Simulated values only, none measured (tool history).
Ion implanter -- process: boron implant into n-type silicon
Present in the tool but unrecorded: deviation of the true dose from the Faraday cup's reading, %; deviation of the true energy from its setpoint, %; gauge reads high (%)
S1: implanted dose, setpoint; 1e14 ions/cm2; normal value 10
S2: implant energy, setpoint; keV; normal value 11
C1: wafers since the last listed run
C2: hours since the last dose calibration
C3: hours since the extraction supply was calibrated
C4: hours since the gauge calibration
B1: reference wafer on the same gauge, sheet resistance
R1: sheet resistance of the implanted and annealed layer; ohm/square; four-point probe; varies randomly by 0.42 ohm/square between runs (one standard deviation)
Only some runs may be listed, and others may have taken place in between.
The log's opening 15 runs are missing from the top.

run,hour,S1,S2,C1,C2,C3,C4,B1,R1
16,897.3,10,12,429,960.6,4732.7,1700.5,156.99,129.92
17,934.1,10,11,327,997.4,4769.5,1737.3,157,130.57
18,1001.3,10,11,598,1064.6,4836.7,1804.5,157,130.74
# hour 1043.7: extraction supply calibrated
19,1044.2,8.55,13,310,1107.5,0.5,1847.4,157.05,146.33
20,1073.1,7.71,9,257,1136.4,29.4,1876.3,157.08,166.11
21,1133,10,9.5,533,1196.3,89.3,1936.2,157,134.04
22,1177.8,12.12,12,398,1241.1,134.1,1981,157.01,111.69
23,1244.6,9.09,11,594,1307.9,200.9,2047.8,157.04,141.46
# hour 1274.5: gauge calibrated
# hour 1275: Faraday cup replaced and dose calibrated
24,1298.5,12.9,7.5,408,23.5,254.8,24,156.99,120.71
25,1357.1,10,12,521,82.1,313.4,82.6,157.04,129.44
26,1570.3,12.81,8.5,1898,295.3,526.6,295.8,157.02,117.58
27,1641.9,10,8.5,637,366.9,598.2,367.4,157,135.82
28,1670.6,12.14,9,255,395.6,626.9,396.1,157.03,118.91
29,1729.7,8.26,13.5,526,454.7,686,455.2,157.02,149.3
30,1773.9,10,11,393,498.9,730.2,499.4,156.94,131.31
31,1804.3,8.2,11,270,529.3,760.6,529.8,156.92,153.86
32,1845.3,10,7.5,365,570.3,801.6,570.8,156.89,140.37
33,1874,8.54,13,255,599,830.3,599.5,157.08,146.29
34,1909.5,11.11,11,316,634.5,865.8,635,157.07,120.64
35,1972.4,12.21,14.5,559,697.4,928.7,697.9,156.96,106.86
36,2012,10,11,352,737,968.3,737.5,157.01,130.91

Below are 5 alternative next runs, each starting from the tool's condition after run 36. Predict each:
A,2012.4,10,14,3,737.4,968.7,737.9,?,?
B,2012.4,11.48,11,3,737.4,968.7,737.9,?,?
C,2012.4,11.38,10,3,737.4,968.7,737.9,?,?
D,2012.4,11.41,11,3,737.4,968.7,737.9,?,?
E,2012.4,12.81,14.5,3,737.4,968.7,737.9,?,?

run,B1,R1
A,156.96,125.95
B,156.96,117.46
C,156.96,120.4
D,156.96,117.97
E,156.96,103.26
Without the tool's hidden state the same runs would have given:
run,R1
A,125.95
B,117.46
C,120.4
D,117.97
E,103.26
